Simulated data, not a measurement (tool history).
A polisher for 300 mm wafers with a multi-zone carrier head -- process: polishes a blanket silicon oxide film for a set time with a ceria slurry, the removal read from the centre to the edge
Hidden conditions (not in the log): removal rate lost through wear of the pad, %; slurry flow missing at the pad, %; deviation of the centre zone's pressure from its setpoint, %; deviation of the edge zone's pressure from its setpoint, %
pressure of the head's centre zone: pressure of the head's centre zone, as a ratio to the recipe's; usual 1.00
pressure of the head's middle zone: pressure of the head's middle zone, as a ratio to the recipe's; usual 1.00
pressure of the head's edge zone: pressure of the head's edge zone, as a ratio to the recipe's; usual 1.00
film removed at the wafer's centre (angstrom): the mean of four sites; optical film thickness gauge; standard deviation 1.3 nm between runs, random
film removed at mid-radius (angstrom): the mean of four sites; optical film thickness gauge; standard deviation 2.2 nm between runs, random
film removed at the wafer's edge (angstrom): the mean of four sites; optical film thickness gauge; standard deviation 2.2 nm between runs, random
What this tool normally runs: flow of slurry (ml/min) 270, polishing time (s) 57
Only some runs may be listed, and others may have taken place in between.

run,day,flow of slurry (ml/min),pressure of the head's centre zone,pressure of the head's middle zone,pressure of the head's edge zone,polishing time (s),wafers since the last listed run,wafers polished on this pad,hours since the slurry nozzle was cleaned,hours since the centre zone pressure was calibrated,hours since the edge zone pressure was calibrated,hours since the carrier head's membrane was replaced,"incoming thickness of the incoming film, nm",film removed at the wafer's centre (angstrom),film removed at mid-radius (angstrom),film removed at the wafer's edge (angstrom)
1,0.000,270,1.00,1.00,1.00,44,0,950,86.4,473.0,890.6,1663.1,1856.2,1474,1359,1395
2,1.008,270,1.00,1.00,1.00,57,310,1260,110.6,497.2,914.8,1687.3,1853.5,1934,1804,1821
3,1.825,270,1.00,1.00,1.00,57,251,1511,130.2,516.8,934.4,1706.9,1865.4,1932,1755,1816
# day 2.325: worn pad replaced by a new one
4,2.346,270,1.06,1.00,1.00,51,108,6,142.7,529.3,946.9,1719.4,1880.5,1844,1610,1597
5,3.229,270,1.09,1.00,1.00,57,271,278,163.9,550.5,968.1,1740.6,1883.6,2123,1795,1791
6,4.042,270,1.09,1.00,1.00,57,249,528,183.4,570.0,987.6,1760.1,1904.3,2117,1754,1782
# day 4.317: slurry nozzle cleaned
# day 5.150: edge zone pressure recalibrated
7,5.200,270,1.09,1.00,1.00,57,317,846,21.2,597.8,1.2,1787.9,1865.6,2096,1803,1775
# day 5.725: centre zone pressure recalibrated
8,6.288,315,1.00,1.00,1.00,57,308,1154,47.3,13.5,27.3,1814.0,1869.8,1856,1836,1860
# day 7.075: worn pad replaced by a new one
9,7.096,270,1.00,0.95,1.00,57,197,6,66.7,32.9,46.7,1833.4,1886.5,1815,1695,1770
10,8.346,270,1.09,1.00,1.00,57,384,390,96.7,62.9,76.7,1863.4,1904.4,2001,1770,1782
# day 9.358: carrier head's membrane replaced by a new one
11,9.462,270,1.00,1.00,1.00,57,279,670,123.5,89.7,103.5,2.5,1931.7,1868,1769,1768
12,10.454,270,1.00,1.04,1.10,57,304,974,147.3,113.5,127.3,26.3,1919.9,1877,1844,1880
13,11.325,180,0.95,0.88,0.92,57,267,1242,168.2,134.4,148.2,47.2,1895.1,1676,1500,1684
14,11.896,270,1.00,0.96,1.00,48,175,1418,181.9,148.1,161.9,60.9,1902.5,1588,1456,1540
# day 12.758: worn pad replaced by a new one
15,13.300,195,1.00,1.00,1.00,43,380,166,215.6,181.8,195.6,94.6,1894.4,1354,1280,1332
16,14.238,235,1.00,1.06,1.00,68,288,454,238.1,204.3,218.1,117.1,1847.7,2243,2214,2096
# day 14.288: slurry nozzle cleaned
17,14.883,340,1.00,1.00,1.08,57,185,640,14.3,219.8,233.6,132.6,1881.7,1981,1832,1906
18,16.075,270,1.00,1.00,1.00,57,366,1006,42.9,248.4,262.2,161.2,1876.9,1913,1755,1813
19,17.221,270,0.91,1.11,0.93,39,352,1358,70.4,275.9,289.7,188.7,1875.0,1189,1336,1191
20,18.329,270,1.00,1.00,1.00,70,340,1699,97.0,302.5,316.3,215.3,1869.0,2363,2206,2182
# day 18.650: worn pad replaced by a new one
21,19.417,270,1.00,1.00,1.00,44,283,236,123.1,328.6,342.4,241.4,1897.4,1490,1372,1396
22,20.304,270,1.00,1.00,1.00,57,272,509,144.4,349.9,363.7,262.7,1895.6,1949,1761,1777

Consider 4 possible next runs. They are alternatives, not a sequence: every one starts from the tool as it was left by run 22. What does each give?
A,20.321,270,1.00,1.00,1.00,57,5,514,144.8,350.3,364.1,263.1,1883.6,?,?,?
B,20.321,270,1.00,1.05,1.00,57,5,514,144.8,350.3,364.1,263.1,1883.6,?,?,?
C,20.321,330,1.00,1.00,0.90,44,5,514,144.8,350.3,364.1,263.1,1883.6,?,?,?
D,20.321,270,1.09,1.06,0.93,57,5,514,144.8,350.3,364.1,263.1,1883.6,?,?,?

run,film removed at the wafer's centre (angstrom),film removed at mid-radius (angstrom),film removed at the wafer's edge (angstrom)
A,1918,1777,1811
B,1919,1852,1810
C,1516,1401,1369
D,2092,1866,1763
The same runs, with their run-to-run variation unchanged, on a tool lacking any hidden condition would have given:
run,film removed at the wafer's centre (angstrom),film removed at mid-radius (angstrom),film removed at the wafer's edge (angstrom)
A,1769,1778,1811
B,1770,1853,1810
C,1398,1402,1369
D,1930,1867,1763
